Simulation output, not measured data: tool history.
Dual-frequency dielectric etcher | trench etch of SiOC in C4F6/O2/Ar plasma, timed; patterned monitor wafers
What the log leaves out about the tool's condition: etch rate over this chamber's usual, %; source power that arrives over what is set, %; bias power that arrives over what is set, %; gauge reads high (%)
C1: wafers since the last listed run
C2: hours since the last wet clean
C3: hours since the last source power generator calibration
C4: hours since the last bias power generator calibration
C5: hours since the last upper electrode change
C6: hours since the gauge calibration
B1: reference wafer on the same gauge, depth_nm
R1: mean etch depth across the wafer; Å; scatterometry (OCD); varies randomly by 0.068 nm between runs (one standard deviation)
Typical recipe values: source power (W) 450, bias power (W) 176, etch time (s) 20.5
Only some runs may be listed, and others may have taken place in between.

{"run": 1, "hour": 0.0, "source power (W)": 450, "bias power (W)": 176, "etch time (s)": 20.5, "C1": 0, "C2": 190, "C3": 1864.2, "C4": 3727.9, "C5": 5253.4, "C6": 240.3, "B1": 47.01, "R1": 450.9}
{"run": 2, "hour": 13.7, "source power (W)": 450, "bias power (W)": 176, "etch time (s)": 20.5, "C1": 266, "C2": 203.7, "C3": 1877.9, "C4": 3741.6, "C5": 5267.1, "C6": 254, "B1": 47.02, "R1": 450.7}
{"run": 3, "hour": 44.3, "source power (W)": 450, "bias power (W)": 176, "etch time (s)": 24, "C1": 594, "C2": 234.3, "C3": 1908.5, "C4": 3772.2, "C5": 5297.7, "C6": 284.6, "B1": 47, "R1": 527.7}
{"run": 4, "hour": 67.1, "source power (W)": 450, "bias power (W)": 176, "etch time (s)": 24, "C1": 443, "C2": 257.1, "C3": 1931.3, "C4": 3795, "C5": 5320.5, "C6": 307.4, "B1": 47, "R1": 527.7}
{"run": 5, "hour": 82.4, "source power (W)": 450, "bias power (W)": 176, "etch time (s)": 20.5, "C1": 297, "C2": 272.4, "C3": 1946.6, "C4": 3810.3, "C5": 5335.8, "C6": 322.7, "B1": 47.01, "R1": 449.7}
{"run": 6, "hour": 113.2, "source power (W)": 450, "bias power (W)": 176, "etch time (s)": 20.5, "C1": 598, "C2": 303.2, "C3": 1977.4, "C4": 3841.1, "C5": 5366.6, "C6": 353.5, "B1": 47.01, "R1": 450.1}
{"run": 7, "hour": 128.0, "source power (W)": 450, "bias power (W)": 176, "etch time (s)": 20.5, "C1": 287, "C2": 318, "C3": 1992.2, "C4": 3855.9, "C5": 5381.4, "C6": 368.3, "B1": 47, "R1": 449.6}
{"run": 8, "hour": 156.3, "source power (W)": 450, "bias power (W)": 176, "etch time (s)": 20.5, "C1": 549, "C2": 346.3, "C3": 2020.5, "C4": 3884.2, "C5": 5409.7, "C6": 396.6, "B1": 46.99, "R1": 448.4}
{"hour": 188.7, "done": "bias power generator calibrated"}
{"run": 9, "hour": 254.1, "source power (W)": 450, "bias power (W)": 176, "etch time (s)": 20.5, "C1": 1822, "C2": 444.1, "C3": 2118.3, "C4": 65.4, "C5": 5507.5, "C6": 494.4, "B1": 47, "R1": 446.5}
{"run": 10, "hour": 285.9, "source power (W)": 450, "bias power (W)": 176, "etch time (s)": 20.5, "C1": 617, "C2": 475.9, "C3": 2150.1, "C4": 97.2, "C5": 5539.3, "C6": 526.2, "B1": 46.96, "R1": 448.2}
{"run": 11, "hour": 300.4, "source power (W)": 390, "bias power (W)": 136, "etch time (s)": 20.5, "C1": 281, "C2": 490.4, "C3": 2164.6, "C4": 111.7, "C5": 5553.8, "C6": 540.7, "B1": 47.01, "R1": 394.7}
{"run": 12, "hour": 317.1, "source power (W)": 410, "bias power (W)": 189, "etch time (s)": 26.5, "C1": 324, "C2": 507.1, "C3": 2181.3, "C4": 128.4, "C5": 5570.5, "C6": 557.4, "B1": 47.01, "R1": 577.4}
{"hour": 343.6, "done": "wet clean of the chamber"}
{"hour": 351.0, "done": "source power generator calibrated"}
{"hour": 357.9, "done": "upper electrode replaced"}
{"run": 13, "hour": 358.4, "source power (W)": 450, "bias power (W)": 176, "etch time (s)": 20.5, "C1": 124, "C2": 14.8, "C3": 7.4, "C4": 169.7, "C5": 0.5, "C6": 598.7, "B1": 46.99, "R1": 453.6}
{"hour": 388.3, "done": "gauge calibrated"}
{"run": 14, "hour": 403.1, "source power (W)": 550, "bias power (W)": 176, "etch time (s)": 26, "C1": 868, "C2": 59.5, "C3": 52.1, "C4": 214.4, "C5": 45.2, "C6": 14.8, "B1": 47.02, "R1": 611.1}
{"run": 15, "hour": 437.7, "source power (W)": 450, "bias power (W)": 151, "etch time (s)": 23.5, "C1": 672, "C2": 94.1, "C3": 86.7, "C4": 249, "C5": 79.8, "C6": 49.4, "B1": 47.01, "R1": 492.3}
{"run": 16, "hour": 458.9, "source power (W)": 450, "bias power (W)": 219, "etch time (s)": 20.5, "C1": 411, "C2": 115.3, "C3": 107.9, "C4": 270.2, "C5": 101, "C6": 70.6, "B1": 47.01, "R1": 487.2}
{"run": 17, "hour": 536.3, "source power (W)": 500, "bias power (W)": 218, "etch time (s)": 24.5, "C1": 1503, "C2": 192.7, "C3": 185.3, "C4": 347.6, "C5": 178.4, "C6": 148, "B1": 46.99, "R1": 599.7}

What will run 18 give?
{"run": 18, "hour": 562.5, "source power (W)": 480, "bias power (W)": 157, "etch time (s)": 17, "C1": 509, "C2": 218.9, "C3": 211.5, "C4": 373.8, "C5": 204.6, "C6": 174.2, "B1": "?", "R1": "?"}

B1: 46.97
R1: 366.5 Å
Take away the tool's hidden state, keep the run-to-run variation as it was, and the same run would have given R1 369.5 Å.
